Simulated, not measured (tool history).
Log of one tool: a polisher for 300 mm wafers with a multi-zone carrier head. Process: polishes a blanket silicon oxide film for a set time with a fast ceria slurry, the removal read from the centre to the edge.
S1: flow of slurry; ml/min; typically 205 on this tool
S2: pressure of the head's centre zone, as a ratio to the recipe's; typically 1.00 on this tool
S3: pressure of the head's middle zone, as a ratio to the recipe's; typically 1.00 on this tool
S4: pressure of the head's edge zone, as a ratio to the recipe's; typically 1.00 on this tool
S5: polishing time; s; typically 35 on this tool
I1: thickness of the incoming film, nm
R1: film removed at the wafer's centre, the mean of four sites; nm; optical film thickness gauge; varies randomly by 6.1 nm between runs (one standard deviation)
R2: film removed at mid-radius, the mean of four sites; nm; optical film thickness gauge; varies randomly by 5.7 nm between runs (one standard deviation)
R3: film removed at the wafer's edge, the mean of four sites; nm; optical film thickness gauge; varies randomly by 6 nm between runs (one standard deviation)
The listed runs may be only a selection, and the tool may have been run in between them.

run,hour,S1,S2,S3,S4,S5,I1,R1,R2,R3
1,0.0,205,1.00,1.00,1.00,35,1729.2,467.7,475.8,507.2
2,30.7,205,1.00,1.00,1.00,35,1703.1,478.4,475.4,507.3
3,65.1,205,1.00,1.00,1.00,35,1720.3,462.5,466.7,504.0
# hour 71.5: worn pad replaced by a new one
# hour 83.6: centre zone pressure recalibrated
4,84.8,205,1.00,1.00,1.00,35,1773.7,468.7,469.5,506.9
5,101.5,205,1.00,1.00,1.00,35,1745.4,465.1,461.8,507.3
# hour 111.7: carrier head's membrane replaced by a new one
6,136.8,205,1.00,1.00,1.00,35,1718.0,459.9,467.4,502.3
7,148.8,205,1.00,0.93,1.00,43,1773.6,580.7,544.7,629.2
8,167.7,205,1.00,1.00,0.88,46,1731.3,614.8,608.7,626.4
9,181.6,205,1.00,1.00,1.00,35,1766.9,463.0,465.3,510.4
10,194.8,205,1.00,1.11,1.00,35,1723.6,481.5,508.5,507.9
# hour 201.9: worn pad replaced by a new one
# hour 210.1: edge zone pressure recalibrated
11,229.0,205,1.07,0.97,1.00,46,1717.0,657.2,594.5,653.4
12,244.3,205,1.00,1.00,0.93,35,1757.7,467.8,462.0,484.1
13,268.8,205,1.00,1.00,1.00,35,1747.3,468.4,459.7,502.6
14,284.5,180,1.00,1.00,0.91,35,1741.0,457.0,453.8,470.3

Forecast run 15:
15,307.1,240,1.12,0.94,1.05,35,1759.9,?,?,?

Run 15 yielded R1 540.6 nm, R2 448.0 nm, R3 519.5 nm.
With the hidden condition absent and the run-to-run variation left alone, this run would have shown R1 582.2 nm, R2 478.5 nm, R3 545.3 nm.
